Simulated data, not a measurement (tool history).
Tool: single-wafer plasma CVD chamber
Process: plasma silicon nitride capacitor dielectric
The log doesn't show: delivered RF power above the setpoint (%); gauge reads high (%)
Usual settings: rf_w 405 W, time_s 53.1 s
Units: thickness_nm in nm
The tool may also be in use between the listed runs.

run	hour	rf_w	time_s	wafers since the last listed run	hours since the last RF generator calibration	hours since the showerhead was replaced	hours since the gauge calibration	read-back reference wafer on the same gauge, thickness_nm	thickness_nm
1	0.0	405	53.1	0	2312.4	8280.3	106.1	76.387	79.001
2	92.2	405	53.1	1435	2404.6	8372.5	198.3	76.442	78.971
3	121.9	405	53.1	462	2434.3	8402.2	228.0	76.425	78.800
4	151.1	405	53.1	454	2463.5	8431.4	257.2	76.392	78.918
5	183.0	405	53.1	496	2495.4	8463.3	289.1	76.394	79.098
6	197.9	460	58.2	231	2510.3	8478.2	304.0	76.394	89.738
7	216.6	405	53.1	291	2529.0	8496.9	322.7	76.386	78.913
# hour 228.9: showerhead replaced
8	236.7	405	53.1	188	2549.1	7.8	342.8	76.386	78.776
9	265.0	405	53.1	440	2577.4	36.1	371.1	76.389	78.995
# hour 308.7: gauge calibrated
10	332.0	440	50.1	1043	2644.4	103.1	23.3	76.408	76.158
11	348.3	405	53.1	253	2660.7	119.4	39.6	76.381	78.827
12	380.7	440	45.2	504	2693.1	151.8	72.0	76.418	68.698

Forecast run 13:
13	404.6	430	53.1	372	2717.0	175.7	95.9	?	?

read-back reference wafer on the same gauge, thickness_nm: 76.392
thickness_nm: 80.130 nm
Without the tool's hidden state the same run would have given thickness_nm 81.983 nm.

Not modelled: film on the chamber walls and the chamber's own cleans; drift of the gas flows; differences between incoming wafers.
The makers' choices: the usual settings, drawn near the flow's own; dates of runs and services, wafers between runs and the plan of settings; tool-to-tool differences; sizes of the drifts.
